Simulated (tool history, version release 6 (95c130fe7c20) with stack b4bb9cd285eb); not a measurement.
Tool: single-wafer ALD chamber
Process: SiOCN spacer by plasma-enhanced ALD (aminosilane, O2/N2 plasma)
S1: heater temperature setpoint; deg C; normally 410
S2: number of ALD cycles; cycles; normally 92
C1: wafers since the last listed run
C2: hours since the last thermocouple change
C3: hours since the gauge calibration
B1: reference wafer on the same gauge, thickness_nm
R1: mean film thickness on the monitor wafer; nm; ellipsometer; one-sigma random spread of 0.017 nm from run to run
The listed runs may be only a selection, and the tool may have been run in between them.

| run | hour | S1 | S2 | C1 | C2 | C3 | B1 | R1 |
|---|---|---|---|---|---|---|---|---|
| 1 | 0 | 400 | 87 | 0 | 368.2 | 543.6 | 4.471 | 5.01 |
|  | 12.1 | gauge calibrated |
| 2 | 47.8 | 410 | 85 | 125 | 416 | 35.7 | 4.466 | 4.814 |
| 3 | 147 | 410 | 92 | 261 | 515.2 | 134.9 | 4.471 | 5.192 |
| 4 | 197.3 | 410 | 92 | 132 | 565.5 | 185.2 | 4.464 | 5.189 |
| 5 | 263.7 | 410 | 92 | 174 | 631.9 | 251.6 | 4.468 | 5.211 |
| 6 | 313.2 | 404 | 105 | 130 | 681.4 | 301.1 | 4.464 | 6.075 |
| 7 | 409.4 | 404 | 105 | 253 | 777.6 | 397.3 | 4.466 | 6.058 |
| 8 | 493.7 | 410 | 92 | 221 | 861.9 | 481.6 | 4.472 | 5.225 |
|  | 545 | gauge calibrated |
| 9 | 554.8 | 417 | 77 | 160 | 923 | 9.8 | 4.464 | 4.295 |
|  | 653.7 | thermocouple changed; heater temperature recalibrated |
| 10 | 654.2 | 424 | 99 | 240 | 0.5 | 109.2 | 4.472 | 5.277 |
| 11 | 724.4 | 410 | 103 | 184 | 70.7 | 179.4 | 4.471 | 5.803 |
| 12 | 773.8 | 410 | 92 | 130 | 120.1 | 228.8 | 4.48 | 5.134 |
| 13 | 870.2 | 415 | 76 | 253 | 216.5 | 325.2 | 4.473 | 4.172 |
| 14 | 924.8 | 410 | 92 | 143 | 271.1 | 379.8 | 4.47 | 5.143 |
| 15 | 1009.4 | 400 | 92 | 222 | 355.7 | 464.4 | 4.467 | 5.323 |

Each row is a separate what-if for the run after 15, all from the same tool condition, not one after another. Results?
| A | 1010 | 410 | 92 | 1 | 356.3 | 465 | ? | ? |
| B | 1010 | 410 | 107 | 1 | 356.3 | 465 | ? | ? |
| C | 1010 | 410 | 81 | 1 | 356.3 | 465 | ? | ? |

| run | B1 | R1 |
|---|---|---|
| A | 4.476 | 5.169 |
| B | 4.476 | 6.012 |
| C | 4.476 | 4.551 |
The same runs, with their run-to-run variation unchanged, on a tool lacking any hidden condition would have given:
| run | R1 |
|---|---|
| A | 5.162 |
| B | 6.004 |
| C | 4.545 |

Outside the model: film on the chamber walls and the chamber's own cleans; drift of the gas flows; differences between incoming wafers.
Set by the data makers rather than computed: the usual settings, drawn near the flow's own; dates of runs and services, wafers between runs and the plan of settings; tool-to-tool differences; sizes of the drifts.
